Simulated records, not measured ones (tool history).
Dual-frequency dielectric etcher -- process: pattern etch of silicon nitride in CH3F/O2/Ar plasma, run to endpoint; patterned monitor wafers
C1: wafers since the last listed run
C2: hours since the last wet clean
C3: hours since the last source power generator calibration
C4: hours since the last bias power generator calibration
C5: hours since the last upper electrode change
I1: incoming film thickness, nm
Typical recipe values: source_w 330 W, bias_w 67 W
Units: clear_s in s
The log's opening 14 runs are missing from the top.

run 15 hour=842.8 | source_w=260 bias_w=75 | C1=444 C2=305 C3=457.2 C4=3673.8 C5=361.5 | I1=40.19 | clear_s=74.4
-- hour=868.4 bias power generator calibrated
run 16 hour=907.4 | source_w=270 bias_w=67 | C1=719 C2=369.6 C3=521.8 C4=39 C5=426.1 | I1=39.85 | clear_s=74.7
run 17 hour=975.4 | source_w=250 bias_w=56 | C1=807 C2=437.6 C3=589.8 C4=107 C5=494.1 | I1=39.62 | clear_s=80.9
-- hour=1007.4 wet clean of the chamber
run 18 hour=1012.8 | source_w=290 bias_w=79 | C1=159 C2=5.4 C3=627.2 C4=144.4 C5=531.5 | I1=39.78 | clear_s=66
run 19 hour=1038.1 | source_w=310 bias_w=55 | C1=300 C2=30.7 C3=652.5 C4=169.7 C5=556.8 | I1=40.6 | clear_s=69.8
run 20 hour=1078.4 | source_w=330 bias_w=67 | C1=478 C2=71 C3=692.8 C4=210 C5=597.1 | I1=40.45 | clear_s=65.2
run 21 hour=1141.6 | source_w=330 bias_w=67 | C1=750 C2=134.2 C3=756 C4=273.2 C5=660.3 | I1=40.48 | clear_s=66.1
run 22 hour=1166.4 | source_w=330 bias_w=67 | C1=294 C2=159 C3=780.8 C4=298 C5=685.1 | I1=40.15 | clear_s=64.7
run 23 hour=1200.3 | source_w=370 bias_w=57 | C1=402 C2=192.9 C3=814.7 C4=331.9 C5=719 | I1=39.86 | clear_s=64.6
run 24 hour=1230.8 | source_w=400 bias_w=59 | C1=362 C2=223.4 C3=845.2 C4=362.4 C5=749.5 | I1=40.87 | clear_s=63
run 25 hour=1277.8 | source_w=330 bias_w=67 | C1=558 C2=270.4 C3=892.2 C4=409.4 C5=796.5 | I1=40.12 | clear_s=64.8
run 26 hour=1326.9 | source_w=400 bias_w=54 | C1=583 C2=319.5 C3=941.3 C4=458.5 C5=845.6 | I1=40.29 | clear_s=63.2
run 27 hour=1365.6 | source_w=330 bias_w=61 | C1=459 C2=358.2 C3=980 C4=497.2 C5=884.3 | I1=40.27 | clear_s=67.7
run 28 hour=1414.8 | source_w=330 bias_w=53 | C1=584 C2=407.4 C3=1029.2 C4=546.4 C5=933.5 | I1=40.38 | clear_s=70.5
-- hour=1447.5 wet clean of the chamber
run 29 hour=1448 | source_w=380 bias_w=52 | C1=109 C2=0.5 C3=1062.4 C4=579.6 C5=966.7 | I1=40.84 | clear_s=62.4
run 30 hour=1491.1 | source_w=360 bias_w=83 | C1=511 C2=43.6 C3=1105.5 C4=622.7 C5=1009.8 | I1=40.63 | clear_s=57.9
run 31 hour=1532 | source_w=390 bias_w=79 | C1=485 C2=84.5 C3=1146.4 C4=663.6 C5=1050.7 | I1=40.11 | clear_s=56.5
run 32 hour=1596.6 | source_w=290 bias_w=67 | C1=767 C2=149.1 C3=1211 C4=728.2 C5=1115.3 | I1=40.11 | clear_s=69.3
run 33 hour=1651.4 | source_w=300 bias_w=72 | C1=650 C2=203.9 C3=1265.8 C4=783 C5=1170.1 | I1=40.13 | clear_s=68
run 34 hour=1789.1 | source_w=250 bias_w=67 | C1=1635 C2=341.6 C3=1403.5 C4=920.7 C5=1307.8 | I1=40.61 | clear_s=78.2
run 35 hour=1835.3 | source_w=370 bias_w=51 | C1=548 C2=387.8 C3=1449.7 C4=966.9 C5=1354 | I1=40.54 | clear_s=67.1

4 options for the next run, each taken on its own from the tool as it stands now. Forecast them:
run A hour=1835.7 | source_w=330 bias_w=67 | C1=4 C2=388.2 C3=1450.1 C4=967.3 C5=1354.4 | I1=40.43 | clear_s=?
run B hour=1835.7 | source_w=380 bias_w=75 | C1=4 C2=388.2 C3=1450.1 C4=967.3 C5=1354.4 | I1=40.43 | clear_s=?
run C hour=1835.7 | source_w=300 bias_w=76 | C1=4 C2=388.2 C3=1450.1 C4=967.3 C5=1354.4 | I1=40.43 | clear_s=?
run D hour=1835.7 | source_w=310 bias_w=56 | C1=4 C2=388.2 C3=1450.1 C4=967.3 C5=1354.4 | I1=40.43 | clear_s=?

run=A clear_s=66.8
run=B clear_s=60.8
run=C clear_s=68.3
run=D clear_s=71.4
Without the tool's hidden state the same runs would have given:
run=A clear_s=64.3
run=B clear_s=58.6
run=C clear_s=65.8
run=D clear_s=68.7
